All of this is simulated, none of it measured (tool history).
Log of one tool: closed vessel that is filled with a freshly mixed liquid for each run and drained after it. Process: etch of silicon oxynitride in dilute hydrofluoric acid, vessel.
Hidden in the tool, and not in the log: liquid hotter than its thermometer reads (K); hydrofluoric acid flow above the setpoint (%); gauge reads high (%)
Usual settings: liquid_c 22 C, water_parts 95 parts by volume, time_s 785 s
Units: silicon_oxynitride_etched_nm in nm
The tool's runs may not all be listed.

run    hour  liquid_c  water_parts  time_s  wafers since the last listed run  hours since the thermometer was replaced  hours since the hydrofluoric acid flow meter was replaced  hours since the gauge calibration  read-back film thickness of the silicon oxynitride reference wafer, read on the same gauge (nm)  silicon_oxynitride_etched_nm
  1       0      20.5           95     610                                 0                                     159.4                                                      399.6                              375.7                                                                                            59.99                          7.75
  2    36.1        19           95     785                              1507                                     195.5                                                      435.7                              411.8                                                                                            59.98                          9.36
  3      79        22           95     785                              1791                                     238.4                                                      478.6                              454.7                                                                                            60.02                         10.86
  4   110.6        22           95     785                              1319                                       270                                                      510.2                              486.3                                                                                            60.02                         10.63
  5   180.1      18.5           95     895                              2901                                     339.5                                                      579.7                              555.8                                                                                            60.03                         10.39
  6   244.9        25           60     785                              2705                                     404.3                                                      644.5                              620.6                                                                                            60.02                            20
  7   289.6        22           85     785                              1866                                       449                                                      689.2                              665.3                                                                                            59.99                         12.16
  8   360.6        22           85     785                              2964                                       520                                                      760.2                              736.3                                                                                            60.01                         12.21
  9   409.2        22           95     495                              2029                                     568.6                                                      808.8                              784.9                                                                                            59.99                          6.66
      449.3  -- thermometer replaced
 10   473.1        22           95     495                              2626                                      23.8                                                      872.7                              848.8                                                                                            60.02                          6.81
 11   510.3        22           95     905                              1553                                        61                                                      909.9                                886                                                                                            60.02                         12.22
      571.4  -- gauge calibrated
 12     581        22           95     905                              2951                                     131.7                                                      980.6                                9.6                                                                                            60.04                         12.55
 13   630.1        22           95     905                              2049                                     180.8                                                     1029.7                               58.7                                                                                            59.99                         12.43
 14   677.2        18           75     785                              1966                                     227.9                                                     1076.8                              105.8                                                                                               60                         11.35
 15   735.1        18           50     545                              2417                                     285.8                                                     1134.7                              163.7                                                                                               60                         11.96
 16   780.8        22           95     985                              1907                                     331.5                                                     1180.4                              209.4                                                                                               60                         13.71
 17   808.9        18          145     360                              1173                                     359.6                                                     1208.5                              237.5                                                                                            60.02                          2.59
      814.2  -- hydrofluoric acid flow meter replaced
 18   835.2        22           95     785                              1056                                     385.9                                                         21                              263.8                                                                                               60                         10.96
 19   867.1        22          125     785                              1331                                     417.8                                                       52.9                              295.7                                                                                               60                          7.97
 20   894.7      25.5          135     785                              1152                                     445.4                                                       80.5                              323.3                                                                                            59.98                          8.61
 21   927.5        22          115    1005                              1369                                     478.2                                                      113.3                              356.1                                                                                            60.01                         11.08
 22   999.1        22           95     785                              2989                                     549.8                                                      184.9                              427.7                                                                                            59.99                         10.61
 23  1058.6      23.5           95     520                              2484                                     609.3                                                      244.4                              487.2                                                                                            60.02                          7.78
     1085.4  -- thermometer replaced
 24  1129.2        22           95     785                              2905                                      43.8                                                        315                              557.8                                                                                            60.02                          10.6
 25  1181.7        24           60     785                              2191                                      96.3                                                      367.5                              610.3                                                                                               60                         19.22
 26  1226.5        19          140     975                              1870                                     141.1                                                      412.3                              655.1                                                                                            60.02                          7.68

3 ways to go on from here, each from the tool as it stands after run 26. What would each give?
  A  1227.4        22           95     785                                37                                       142                                                      413.2                                656                                                                                                ?                             ?
  B  1227.4        22          135     445                                37                                       142                                                      413.2                                656                                                                                                ?                             ?
  C  1227.4        25           80     390                                37                                       142                                                      413.2                                656                                                                                                ?                             ?

run  read-back film thickness of the silicon oxynitride reference wafer, read on the same gauge (nm)  silicon_oxynitride_etched_nm
  A                                                                                            60.05                         10.71
  B                                                                                            60.05                          4.14
  C                                                                                            60.05                          7.38
Without the tool's hidden state the same runs would have given:
run  silicon_oxynitride_etched_nm
  A                         10.71
  B                          4.14
  C                          7.38
